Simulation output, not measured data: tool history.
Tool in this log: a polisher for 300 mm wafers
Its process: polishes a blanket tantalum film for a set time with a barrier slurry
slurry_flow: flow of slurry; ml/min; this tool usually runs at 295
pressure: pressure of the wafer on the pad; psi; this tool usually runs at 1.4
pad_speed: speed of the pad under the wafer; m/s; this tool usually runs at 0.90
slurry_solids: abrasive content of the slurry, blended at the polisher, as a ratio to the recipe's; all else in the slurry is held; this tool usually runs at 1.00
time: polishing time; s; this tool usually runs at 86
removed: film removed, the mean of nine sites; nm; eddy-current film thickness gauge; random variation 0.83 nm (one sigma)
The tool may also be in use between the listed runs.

run,hour,slurry_flow,pressure,pad_speed,slurry_solids,time,wafers since the last listed run,wafers polished on this pad,hours since the slurry nozzle was cleaned,hours since the head pressure was calibrated,hours since the slurry blender was calibrated,"incoming thickness of the incoming film, nm",removed
1,0.0,225,1.4,0.90,1.00,86,0,693,182.1,255.7,66.8,465.9,74.7
# hour 10.0: slurry nozzle cleaned
2,27.2,225,1.4,0.90,1.00,86,157,851,17.2,282.9,94.0,467.9,73.3
3,41.7,225,1.4,0.90,1.00,86,87,938,31.7,297.4,108.5,462.3,72.1
# hour 47.3: worn pad replaced by a new one
4,70.4,295,1.4,0.90,1.00,86,148,139,60.4,326.1,137.2,464.1,82.2
5,87.6,295,1.4,0.90,1.00,86,103,242,77.6,343.3,154.4,450.6,83.5
6,112.2,295,1.4,0.90,1.00,86,147,390,102.2,367.9,179.0,467.2,81.4
7,144.9,295,1.4,0.90,1.00,86,196,587,134.9,400.6,211.7,463.5,77.9
# hour 174.8: head pressure recalibrated
8,184.0,295,1.4,0.90,1.00,86,223,810,174.0,9.2,250.8,466.3,75.8
9,196.4,295,1.4,0.90,1.00,86,74,884,186.4,21.6,263.2,455.1,75.5
# hour 207.3: worn pad replaced by a new one
10,209.1,295,1.4,0.90,1.00,86,52,11,199.1,34.3,275.9,466.9,84.1
# hour 215.3: slurry nozzle cleaned
11,240.2,365,1.4,0.90,1.00,107,181,192,24.9,65.4,307.0,463.6,104.5
# hour 252.0: slurry blender recalibrated
12,252.4,295,1.8,0.90,0.75,86,61,253,37.1,77.6,0.4,452.6,96.2
13,273.3,295,1.4,0.90,1.00,86,125,379,58.0,98.5,21.3,459.4,78.9
14,296.1,295,1.1,1.08,1.25,86,137,516,80.8,121.3,44.1,461.3,74.4
15,311.5,265,1.0,0.66,1.20,86,92,609,96.2,136.7,59.5,458.4,45.7
16,336.1,295,1.4,0.90,1.00,86,147,756,120.8,161.3,84.1,455.7,76.8
# hour 343.2: worn pad replaced by a new one
17,362.7,295,1.4,0.90,0.70,86,135,117,147.4,187.9,110.7,465.7,73.9
18,377.9,295,1.4,1.04,0.90,86,91,208,162.6,203.1,125.9,457.1,91.2

Consider 3 possible next runs. They are alternatives, not a sequence: every one starts from the tool as it was left by run 18. What does each give?
A,378.4,295,1.4,0.90,1.00,86,3,211,163.1,203.6,126.4,459.4,?
B,378.4,295,1.6,0.90,1.00,86,3,211,163.1,203.6,126.4,459.4,?
C,378.4,360,1.7,0.78,1.00,86,3,211,163.1,203.6,126.4,459.4,?

run,removed
A,84.7
B,96.8
C,94.0
Without the tool's unlogged condition, the same runs would have read:
run,removed
A,87.0
B,99.4
C,96.6
